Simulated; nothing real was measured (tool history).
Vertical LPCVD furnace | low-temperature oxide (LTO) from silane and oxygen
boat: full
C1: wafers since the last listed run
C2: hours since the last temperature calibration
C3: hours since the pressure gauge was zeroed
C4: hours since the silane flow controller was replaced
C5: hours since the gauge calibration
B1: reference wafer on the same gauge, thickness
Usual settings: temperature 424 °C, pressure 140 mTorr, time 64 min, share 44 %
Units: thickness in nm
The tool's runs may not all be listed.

{"run": 1, "day": 0.0, "temperature": 424, "pressure": 140, "time": 64, "share": 44, "C1": 0, "C2": 1742.9, "C3": 522.2, "C4": 4679.4, "C5": 2430, "B1": 419.2, "thickness": 481.81}
{"run": 2, "day": 10.192, "temperature": 424, "pressure": 140, "time": 64, "share": 41, "C1": 3254, "C2": 1987.5, "C3": 766.8, "C4": 4924, "C5": 2674.6, "B1": 419.01, "thickness": 452.82}
{"run": 3, "day": 14.646, "temperature": 424, "pressure": 140, "time": 64, "share": 44, "C1": 1422, "C2": 2094.4, "C3": 873.7, "C4": 5030.9, "C5": 2781.5, "B1": 419.49, "thickness": 484.07}
{"run": 4, "day": 17.308, "temperature": 424, "pressure": 140, "time": 64, "share": 44, "C1": 850, "C2": 2158.3, "C3": 937.6, "C4": 5094.8, "C5": 2845.4, "B1": 419.12, "thickness": 482.86}
{"run": 5, "day": 20.425, "temperature": 424, "pressure": 135, "time": 64, "share": 49, "C1": 995, "C2": 2233.1, "C3": 1012.4, "C4": 5169.6, "C5": 2920.2, "B1": 418.79, "thickness": 514.03}
{"run": 6, "day": 23.233, "temperature": 424, "pressure": 135, "time": 64, "share": 49, "C1": 896, "C2": 2300.5, "C3": 1079.8, "C4": 5237, "C5": 2987.6, "B1": 418.63, "thickness": 514.02}
{"run": 7, "day": 27.058, "temperature": 424, "pressure": 135, "time": 64, "share": 49, "C1": 1221, "C2": 2392.3, "C3": 1171.6, "C4": 5328.8, "C5": 3079.4, "B1": 419.33, "thickness": 512.1}
{"run": 8, "day": 28.696, "temperature": 424, "pressure": 140, "time": 64, "share": 48, "C1": 522, "C2": 2431.6, "C3": 1210.9, "C4": 5368.1, "C5": 3118.7, "B1": 418.94, "thickness": 527.89}
{"run": 9, "day": 32.925, "temperature": 424, "pressure": 140, "time": 64, "share": 48, "C1": 1350, "C2": 2533.1, "C3": 1312.4, "C4": 5469.6, "C5": 3220.2, "B1": 419.24, "thickness": 525.17}
{"run": 10, "day": 37.179, "temperature": 424, "pressure": 140, "time": 64, "share": 48, "C1": 1358, "C2": 2635.2, "C3": 1414.5, "C4": 5571.7, "C5": 3322.3, "B1": 419.4, "thickness": 524.46}
{"run": 11, "day": 41.392, "temperature": 424, "pressure": 140, "time": 64, "share": 44, "C1": 1344, "C2": 2736.3, "C3": 1515.6, "C4": 5672.8, "C5": 3423.4, "B1": 419.48, "thickness": 488.11}
{"day": 42.05, "done": "gauge calibrated"}
{"run": 12, "day": 47.338, "temperature": 424, "pressure": 140, "time": 64, "share": 44, "C1": 1898, "C2": 2879, "C3": 1658.3, "C4": 5815.5, "C5": 126.9, "B1": 418.83, "thickness": 482.18}
{"run": 13, "day": 49.012, "temperature": 424, "pressure": 140, "time": 64, "share": 44, "C1": 534, "C2": 2919.2, "C3": 1698.5, "C4": 5855.7, "C5": 167.1, "B1": 419.51, "thickness": 484.01}
{"run": 14, "day": 51.417, "temperature": 424, "pressure": 140, "time": 64, "share": 50, "C1": 767, "C2": 2976.9, "C3": 1756.2, "C4": 5913.4, "C5": 224.8, "B1": 418.69, "thickness": 543.23}
{"day": 53.2, "done": "thermocouples replaced and temperature profile calibrated"}
{"run": 15, "day": 55.029, "temperature": 424, "pressure": 105, "time": 64, "share": 44, "C1": 834, "C2": 43.9, "C3": 1842.9, "C4": 6000.1, "C5": 311.5, "B1": 418.98, "thickness": 364.13}
{"run": 16, "day": 56.679, "temperature": 435, "pressure": 175, "time": 83, "share": 50, "C1": 526, "C2": 83.5, "C3": 1882.5, "C4": 6039.7, "C5": 351.1, "B1": 419.18, "thickness": 967.69}
{"run": 17, "day": 65.271, "temperature": 418, "pressure": 140, "time": 64, "share": 48, "C1": 2743, "C2": 289.7, "C3": 2088.7, "C4": 6245.9, "C5": 557.3, "B1": 418.99, "thickness": 494.76}
{"run": 18, "day": 67.967, "temperature": 424, "pressure": 110, "time": 64, "share": 44, "C1": 860, "C2": 354.4, "C3": 2153.4, "C4": 6310.6, "C5": 622, "B1": 418.94, "thickness": 379.4}
{"day": 69.029, "done": "silane flow controller replaced"}
{"run": 19, "day": 69.817, "temperature": 424, "pressure": 140, "time": 53.5, "share": 44, "C1": 271, "C2": 398.8, "C3": 2197.8, "C4": 18.9, "C5": 666.4, "B1": 419.24, "thickness": 405.45}
{"run": 20, "day": 71.429, "temperature": 424, "pressure": 140, "time": 64, "share": 44, "C1": 514, "C2": 437.5, "C3": 2236.5, "C4": 57.6, "C5": 705.1, "B1": 418.99, "thickness": 484.26}
{"day": 76.0, "done": "pressure gauge zeroed"}
{"run": 21, "day": 76.021, "temperature": 435, "pressure": 140, "time": 64, "share": 44, "C1": 1146, "C2": 547.7, "C3": 0.5, "C4": 167.8, "C5": 815.3, "B1": 419.04, "thickness": 538.48}
{"run": 22, "day": 78.696, "temperature": 424, "pressure": 140, "time": 64, "share": 44, "C1": 854, "C2": 611.9, "C3": 64.7, "C4": 232, "C5": 879.5, "B1": 418.97, "thickness": 483.3}
{"run": 23, "day": 80.912, "temperature": 435, "pressure": 165, "time": 64, "share": 37, "C1": 707, "C2": 665.1, "C3": 117.9, "C4": 285.2, "C5": 932.7, "B1": 418.53, "thickness": 525.87}
{"run": 24, "day": 85.217, "temperature": 424, "pressure": 140, "time": 64, "share": 44, "C1": 1374, "C2": 768.4, "C3": 221.2, "C4": 388.5, "C5": 1036, "B1": 419.04, "thickness": 485.92}
{"run": 25, "day": 86.825, "temperature": 424, "pressure": 140, "time": 49.5, "share": 36, "C1": 513, "C2": 807, "C3": 259.8, "C4": 427.1, "C5": 1074.6, "B1": 418.88, "thickness": 300.21}
{"run": 26, "day": 89.9, "temperature": 424, "pressure": 140, "time": 64, "share": 44, "C1": 981, "C2": 880.8, "C3": 333.6, "C4": 500.9, "C5": 1148.4, "B1": 419.56, "thickness": 484.73}
{"run": 27, "day": 92.075, "temperature": 414, "pressure": 175, "time": 85.5, "share": 47, "C1": 694, "C2": 933, "C3": 385.8, "C4": 553.1, "C5": 1200.6, "B1": 419.02, "thickness": 776.89}
{"run": 28, "day": 94.05, "temperature": 416, "pressure": 140, "time": 64, "share": 50, "C1": 630, "C2": 980.4, "C3": 433.2, "C4": 600.5, "C5": 1248, "B1": 418.89, "thickness": 501.33}
{"run": 29, "day": 98.496, "temperature": 424, "pressure": 135, "time": 64, "share": 49, "C1": 1419, "C2": 1087.1, "C3": 539.9, "C4": 707.2, "C5": 1354.7, "B1": 419.33, "thickness": 511.78}
{"run": 30, "day": 101.579, "temperature": 435, "pressure": 165, "time": 64, "share": 37, "C1": 984, "C2": 1161.1, "C3": 613.9, "C4": 781.2, "C5": 1428.7, "B1": 418.59, "thickness": 526.19}
{"run": 31, "day": 105.033, "temperature": 424, "pressure": 140, "time": 64, "share": 44, "C1": 1102, "C2": 1244, "C3": 696.8, "C4": 864.1, "C5": 1511.6, "B1": 419.5, "thickness": 483.64}
{"run": 32, "day": 108.104, "temperature": 433, "pressure": 165, "time": 87.5, "share": 41, "C1": 980, "C2": 1317.7, "C3": 770.5, "C4": 937.8, "C5": 1585.3, "B1": 418.75, "thickness": 785}

3 ways to go on from here, each from the tool as it stands after run 32. What would each give?
{"run": "A", "day": 108.317, "temperature": 424, "pressure": 140, "time": 64, "share": 44, "C1": 67, "C2": 1322.8, "C3": 775.6, "C4": 942.9, "C5": 1590.4, "B1": "?", "thickness": "?"}
{"run": "B", "day": 108.317, "temperature": 415, "pressure": 140, "time": 64, "share": 44, "C1": 67, "C2": 1322.8, "C3": 775.6, "C4": 942.9, "C5": 1590.4, "B1": "?", "thickness": "?"}
{"run": "C", "day": 108.317, "temperature": 430, "pressure": 140, "time": 64, "share": 44, "C1": 67, "C2": 1322.8, "C3": 775.6, "C4": 942.9, "C5": 1590.4, "B1": "?", "thickness": "?"}

run=A B1=419.13 thickness=485.18
run=B B1=419.13 thickness=443.83
run=C B1=419.13 thickness=513.99
Without the tool's hidden state the same runs would have given:
run=A thickness=485.18
run=B thickness=443.83
run=C thickness=513.99

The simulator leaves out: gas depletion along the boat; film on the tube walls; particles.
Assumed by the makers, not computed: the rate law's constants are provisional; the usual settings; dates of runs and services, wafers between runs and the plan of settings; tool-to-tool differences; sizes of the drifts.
